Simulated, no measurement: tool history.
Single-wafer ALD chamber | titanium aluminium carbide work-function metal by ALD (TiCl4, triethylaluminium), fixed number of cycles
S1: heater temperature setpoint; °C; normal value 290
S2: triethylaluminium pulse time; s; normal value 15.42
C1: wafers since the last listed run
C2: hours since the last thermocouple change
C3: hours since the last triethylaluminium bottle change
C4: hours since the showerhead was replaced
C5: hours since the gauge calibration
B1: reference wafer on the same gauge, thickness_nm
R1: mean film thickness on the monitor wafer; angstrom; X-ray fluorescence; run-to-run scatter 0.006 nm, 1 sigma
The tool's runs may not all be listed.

{"run": 1, "hour": 0.0, "S1": 296, "S2": 15.42, "C1": 0, "C2": 1455.7, "C3": 665.1, "C4": 5552.7, "C5": 55.2, "B1": 1.612, "R1": 18.88}
{"run": 2, "hour": 12.9, "S1": 290, "S2": 17.05, "C1": 71, "C2": 1468.6, "C3": 678.0, "C4": 5565.6, "C5": 68.1, "B1": 1.61, "R1": 18.45}
{"run": 3, "hour": 19.4, "S1": 281, "S2": 15.42, "C1": 36, "C2": 1475.1, "C3": 684.5, "C4": 5572.1, "C5": 74.6, "B1": 1.61, "R1": 17.52}
{"run": 4, "hour": 28.2, "S1": 281, "S2": 15.42, "C1": 48, "C2": 1483.9, "C3": 693.3, "C4": 5580.9, "C5": 83.4, "B1": 1.612, "R1": 17.63}
{"run": 5, "hour": 35.7, "S1": 281, "S2": 15.42, "C1": 41, "C2": 1491.4, "C3": 700.8, "C4": 5588.4, "C5": 90.9, "B1": 1.612, "R1": 17.61}
{"run": 6, "hour": 46.2, "S1": 290, "S2": 16.69, "C1": 58, "C2": 1501.9, "C3": 711.3, "C4": 5598.9, "C5": 101.4, "B1": 1.61, "R1": 18.39}
{"run": 7, "hour": 64.0, "S1": 290, "S2": 16.69, "C1": 98, "C2": 1519.7, "C3": 729.1, "C4": 5616.7, "C5": 119.2, "B1": 1.61, "R1": 18.58}
{"run": 8, "hour": 79.7, "S1": 290, "S2": 16.69, "C1": 87, "C2": 1535.4, "C3": 744.8, "C4": 5632.4, "C5": 134.9, "B1": 1.609, "R1": 18.48}
{"run": 9, "hour": 89.6, "S1": 290, "S2": 15.42, "C1": 54, "C2": 1545.3, "C3": 754.7, "C4": 5642.3, "C5": 144.8, "B1": 1.61, "R1": 18.49}
{"run": 10, "hour": 100.9, "S1": 290, "S2": 15.42, "C1": 62, "C2": 1556.6, "C3": 766.0, "C4": 5653.6, "C5": 156.1, "B1": 1.61, "R1": 18.45}
{"run": 11, "hour": 113.5, "S1": 290, "S2": 12.23, "C1": 69, "C2": 1569.2, "C3": 778.6, "C4": 5666.2, "C5": 168.7, "B1": 1.611, "R1": 18.05}
{"run": 12, "hour": 125.7, "S1": 290, "S2": 12.23, "C1": 67, "C2": 1581.4, "C3": 790.8, "C4": 5678.4, "C5": 180.9, "B1": 1.608, "R1": 17.99}
{"run": 13, "hour": 134.7, "S1": 290, "S2": 15.42, "C1": 49, "C2": 1590.4, "C3": 799.8, "C4": 5687.4, "C5": 189.9, "B1": 1.611, "R1": 18.44}
{"hour": 154.8, "done": "showerhead replaced"}
{"run": 14, "hour": 155.3, "S1": 277, "S2": 10.35, "C1": 69, "C2": 1611.0, "C3": 820.4, "C4": 0.5, "C5": 210.5, "B1": 1.607, "R1": 16.31}
{"hour": 164.3, "done": "thermocouple changed; heater temperature recalibrated"}
{"run": 15, "hour": 164.8, "S1": 290, "S2": 18.78, "C1": 8, "C2": 0.5, "C3": 829.9, "C4": 10.0, "C5": 220.0, "B1": 1.607, "R1": 18.35}
{"run": 16, "hour": 171.0, "S1": 290, "S2": 15.42, "C1": 34, "C2": 6.7, "C3": 836.1, "C4": 16.2, "C5": 226.2, "B1": 1.61, "R1": 18.42}
{"hour": 188.7, "done": "triethylaluminium bottle replaced"}
{"hour": 200.6, "done": "gauge calibrated"}
{"run": 17, "hour": 216.0, "S1": 290, "S2": 12.23, "C1": 205, "C2": 51.7, "C3": 27.3, "C4": 61.2, "C5": 15.4, "B1": 1.609, "R1": 18.04}
{"run": 18, "hour": 222.2, "S1": 290, "S2": 15.42, "C1": 34, "C2": 57.9, "C3": 33.5, "C4": 67.4, "C5": 21.6, "B1": 1.609, "R1": 18.49}
{"run": 19, "hour": 232.2, "S1": 294, "S2": 15.42, "C1": 55, "C2": 67.9, "C3": 43.5, "C4": 77.4, "C5": 31.6, "B1": 1.611, "R1": 18.71}
{"run": 20, "hour": 242.2, "S1": 296, "S2": 15.42, "C1": 55, "C2": 77.9, "C3": 53.5, "C4": 87.4, "C5": 41.6, "B1": 1.612, "R1": 19.0}
{"run": 21, "hour": 251.1, "S1": 290, "S2": 15.42, "C1": 49, "C2": 86.8, "C3": 62.4, "C4": 96.3, "C5": 50.5, "B1": 1.61, "R1": 18.39}
{"run": 22, "hour": 265.8, "S1": 298, "S2": 20.58, "C1": 81, "C2": 101.5, "C3": 77.1, "C4": 111.0, "C5": 65.2, "B1": 1.611, "R1": 19.14}
{"run": 23, "hour": 281.2, "S1": 296, "S2": 10.2, "C1": 85, "C2": 116.9, "C3": 92.5, "C4": 126.4, "C5": 80.6, "B1": 1.61, "R1": 17.95}
{"run": 24, "hour": 289.9, "S1": 300, "S2": 16.99, "C1": 48, "C2": 125.6, "C3": 101.2, "C4": 135.1, "C5": 89.3, "B1": 1.612, "R1": 19.37}
{"run": 25, "hour": 301.7, "S1": 285, "S2": 18.55, "C1": 65, "C2": 137.4, "C3": 113.0, "C4": 146.9, "C5": 101.1, "B1": 1.609, "R1": 17.9}
{"run": 26, "hour": 312.0, "S1": 301, "S2": 20.7, "C1": 57, "C2": 147.7, "C3": 123.3, "C4": 157.2, "C5": 111.4, "B1": 1.61, "R1": 19.56}
{"run": 27, "hour": 325.2, "S1": 281, "S2": 12.02, "C1": 73, "C2": 160.9, "C3": 136.5, "C4": 170.4, "C5": 124.6, "B1": 1.61, "R1": 17.14}

5 options for the next run, each taken on its own from the tool as it stands now. Forecast them:
{"run": "A", "hour": 325.6, "S1": 290, "S2": 15.42, "C1": 2, "C2": 161.3, "C3": 136.9, "C4": 170.8, "C5": 125.0, "B1": "?", "R1": "?"}
{"run": "B", "hour": 325.6, "S1": 304, "S2": 18.15, "C1": 2, "C2": 161.3, "C3": 136.9, "C4": 170.8, "C5": 125.0, "B1": "?", "R1": "?"}
{"run": "C", "hour": 325.6, "S1": 280, "S2": 9.57, "C1": 2, "C2": 161.3, "C3": 136.9, "C4": 170.8, "C5": 125.0, "B1": "?", "R1": "?"}
{"run": "D", "hour": 325.6, "S1": 280, "S2": 12.42, "C1": 2, "C2": 161.3, "C3": 136.9, "C4": 170.8, "C5": 125.0, "B1": "?", "R1": "?"}
{"run": "E", "hour": 325.6, "S1": 286, "S2": 17.08, "C1": 2, "C2": 161.3, "C3": 136.9, "C4": 170.8, "C5": 125.0, "B1": "?", "R1": "?"}

run=A B1=1.610 R1=18.38
run=B B1=1.610 R1=19.78
run=C B1=1.610 R1=16.08
run=D B1=1.610 R1=17.16
run=E B1=1.610 R1=18.05
What these runs would have given with no unlogged condition in the tool:
run=A R1=18.38
run=B R1=19.78
run=C R1=16.08
run=D R1=17.16
run=E R1=18.05
